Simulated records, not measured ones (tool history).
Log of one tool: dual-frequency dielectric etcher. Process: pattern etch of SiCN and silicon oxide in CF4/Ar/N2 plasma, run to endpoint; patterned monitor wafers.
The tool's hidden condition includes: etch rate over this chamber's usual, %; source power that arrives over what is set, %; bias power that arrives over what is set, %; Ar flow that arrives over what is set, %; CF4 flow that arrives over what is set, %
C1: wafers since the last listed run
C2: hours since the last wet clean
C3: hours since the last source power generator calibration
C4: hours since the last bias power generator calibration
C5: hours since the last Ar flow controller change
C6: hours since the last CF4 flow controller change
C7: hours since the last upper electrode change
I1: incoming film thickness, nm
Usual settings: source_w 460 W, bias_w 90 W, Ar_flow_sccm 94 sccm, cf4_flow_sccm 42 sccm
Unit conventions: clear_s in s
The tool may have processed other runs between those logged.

run 1 hour=0.0 | source_w=460 bias_w=90 Ar_flow_sccm=94 cf4_flow_sccm=42 | C1=0 C2=249.4 C3=1808.4 C4=29.9 C5=1810.2 C6=2928.8 C7=77.5 | I1=15.70 | clear_s=16.7
run 2 hour=28.4 | source_w=460 bias_w=90 Ar_flow_sccm=94 cf4_flow_sccm=42 | C1=266 C2=277.8 C3=1836.8 C4=58.3 C5=1838.6 C6=2957.2 C7=105.9 | I1=15.52 | clear_s=16.5
run 3 hour=87.8 | source_w=460 bias_w=90 Ar_flow_sccm=94 cf4_flow_sccm=42 | C1=557 C2=337.2 C3=1896.2 C4=117.7 C5=1898.0 C6=3016.6 C7=165.3 | I1=15.56 | clear_s=16.3
run 4 hour=132.2 | source_w=410 bias_w=90 Ar_flow_sccm=85 cf4_flow_sccm=35 | C1=416 C2=381.6 C3=1940.6 C4=162.1 C5=1942.4 C6=3061.0 C7=209.7 | I1=15.38 | clear_s=17.7
run 5 hour=176.5 | source_w=460 bias_w=90 Ar_flow_sccm=94 cf4_flow_sccm=42 | C1=415 C2=425.9 C3=1984.9 C4=206.4 C5=1986.7 C6=3105.3 C7=254.0 | I1=15.35 | clear_s=15.9
-- hour=250.6 wet clean of the chamber
run 6 hour=251.1 | source_w=410 bias_w=80 Ar_flow_sccm=108 cf4_flow_sccm=38 | C1=474 C2=0.5 C3=2059.5 C4=281.0 C5=2061.3 C6=3179.9 C7=328.6 | I1=15.46 | clear_s=19.6
run 7 hour=409.2 | source_w=460 bias_w=68 Ar_flow_sccm=104 cf4_flow_sccm=42 | C1=1484 C2=158.6 C3=2217.6 C4=439.1 C5=2219.4 C6=3338.0 C7=486.7 | I1=15.59 | clear_s=18.6
-- hour=553.8 CF4 flow controller replaced
run 8 hour=609.8 | source_w=460 bias_w=90 Ar_flow_sccm=94 cf4_flow_sccm=42 | C1=1826 C2=359.2 C3=2418.2 C4=639.7 C5=2420.0 C6=56.0 C7=687.3 | I1=15.72 | clear_s=16.4
-- hour=637.1 Ar flow controller replaced
run 9 hour=681.5 | source_w=460 bias_w=90 Ar_flow_sccm=94 cf4_flow_sccm=42 | C1=616 C2=430.9 C3=2489.9 C4=711.4 C5=44.4 C6=127.7 C7=759.0 | I1=15.49 | clear_s=16.2
-- hour=704.0 source power generator calibrated
run 10 hour=714.2 | source_w=580 bias_w=102 Ar_flow_sccm=106 cf4_flow_sccm=52 | C1=269 C2=463.6 C3=10.2 C4=744.1 C5=77.1 C6=160.4 C7=791.7 | I1=15.56 | clear_s=13.2
run 11 hour=748.9 | source_w=460 bias_w=90 Ar_flow_sccm=70 cf4_flow_sccm=38 | C1=325 C2=498.3 C3=44.9 C4=778.8 C5=111.8 C6=195.1 C7=826.4 | I1=15.40 | clear_s=15.7
run 12 hour=810.3 | source_w=570 bias_w=90 Ar_flow_sccm=94 cf4_flow_sccm=49 | C1=576 C2=559.7 C3=106.3 C4=840.2 C5=173.2 C6=256.5 C7=887.8 | I1=15.44 | clear_s=13.5
run 13 hour=855.2 | source_w=460 bias_w=90 Ar_flow_sccm=94 cf4_flow_sccm=39 | C1=421 C2=604.6 C3=151.2 C4=885.1 C5=218.1 C6=301.4 C7=932.7 | I1=15.53 | clear_s=16.3
-- hour=909.8 wet clean of the chamber
run 14 hour=910.3 | source_w=460 bias_w=90 Ar_flow_sccm=94 cf4_flow_sccm=42 | C1=291 C2=0.5 C3=206.3 C4=940.2 C5=273.2 C6=356.5 C7=987.8 | I1=15.55 | clear_s=16.9
run 15 hour=946.5 | source_w=460 bias_w=90 Ar_flow_sccm=94 cf4_flow_sccm=42 | C1=339 C2=36.7 C3=242.5 C4=976.4 C5=309.4 C6=392.7 C7=1024.0 | I1=15.56 | clear_s=16.9
run 16 hour=981.1 | source_w=460 bias_w=105 Ar_flow_sccm=94 cf4_flow_sccm=37 | C1=324 C2=71.3 C3=277.1 C4=1011.0 C5=344.0 C6=427.3 C7=1058.6 | I1=15.59 | clear_s=16.5
run 17 hour=1032.8 | source_w=460 bias_w=90 Ar_flow_sccm=103 cf4_flow_sccm=46 | C1=485 C2=123.0 C3=328.8 C4=1062.7 C5=395.7 C6=479.0 C7=1110.3 | I1=15.67 | clear_s=16.7
run 18 hour=1095.2 | source_w=520 bias_w=109 Ar_flow_sccm=94 cf4_flow_sccm=42 | C1=585 C2=185.4 C3=391.2 C4=1125.1 C5=458.1 C6=541.4 C7=1172.7 | I1=15.57 | clear_s=14.4
run 19 hour=1132.6 | source_w=460 bias_w=90 Ar_flow_sccm=94 cf4_flow_sccm=42 | C1=351 C2=222.8 C3=428.6 C4=1162.5 C5=495.5 C6=578.8 C7=1210.1 | I1=15.59 | clear_s=16.5
run 20 hour=1189.7 | source_w=460 bias_w=97 Ar_flow_sccm=94 cf4_flow_sccm=42 | C1=535 C2=279.9 C3=485.7 C4=1219.6 C5=552.6 C6=635.9 C7=1267.2 | I1=15.68 | clear_s=16.3
run 21 hour=1236.8 | source_w=460 bias_w=90 Ar_flow_sccm=81 cf4_flow_sccm=35 | C1=442 C2=327.0 C3=532.8 C4=1266.7 C5=599.7 C6=683.0 C7=1314.3 | I1=15.57 | clear_s=16.9
run 22 hour=1276.2 | source_w=460 bias_w=90 Ar_flow_sccm=117 cf4_flow_sccm=42 | C1=369 C2=366.4 C3=572.2 C4=1306.1 C5=639.1 C6=722.4 C7=1353.7 | I1=15.38 | clear_s=16.5
run 23 hour=1337.4 | source_w=510 bias_w=90 Ar_flow_sccm=80 cf4_flow_sccm=42 | C1=574 C2=427.6 C3=633.4 C4=1367.3 C5=700.3 C6=783.6 C7=1414.9 | I1=15.48 | clear_s=14.7
run 24 hour=1374.6 | source_w=460 bias_w=90 Ar_flow_sccm=94 cf4_flow_sccm=42 | C1=349 C2=464.8 C3=670.6 C4=1404.5 C5=737.5 C6=820.8 C7=1452.1 | I1=15.53 | clear_s=16.1
run 25 hour=1411.1 | source_w=460 bias_w=75 Ar_flow_sccm=102 cf4_flow_sccm=42 | C1=342 C2=501.3 C3=707.1 C4=1441.0 C5=774.0 C6=857.3 C7=1488.6 | I1=15.57 | clear_s=17.4

Forecast each of these 3 alternatives for the next run:
run A hour=1411.5 | source_w=460 bias_w=90 Ar_flow_sccm=94 cf4_flow_sccm=42 | C1=3 C2=501.7 C3=707.5 C4=1441.4 C5=774.4 C6=857.7 C7=1489.0 | I1=15.59 | clear_s=?
run B hour=1411.5 | source_w=460 bias_w=98 Ar_flow_sccm=94 cf4_flow_sccm=36 | C1=3 C2=501.7 C3=707.5 C4=1441.4 C5=774.4 C6=857.7 C7=1489.0 | I1=15.59 | clear_s=?
run C hour=1411.5 | source_w=460 bias_w=99 Ar_flow_sccm=108 cf4_flow_sccm=42 | C1=3 C2=501.7 C3=707.5 C4=1441.4 C5=774.4 C6=857.7 C7=1489.0 | I1=15.59 | clear_s=?

run=A clear_s=16.3
run=B clear_s=16.5
run=C clear_s=16.1
Take away the tool's hidden state, keep each run's random variation, and the runs would have read:
run=A clear_s=17.1
run=B clear_s=17.2
run=C clear_s=16.8
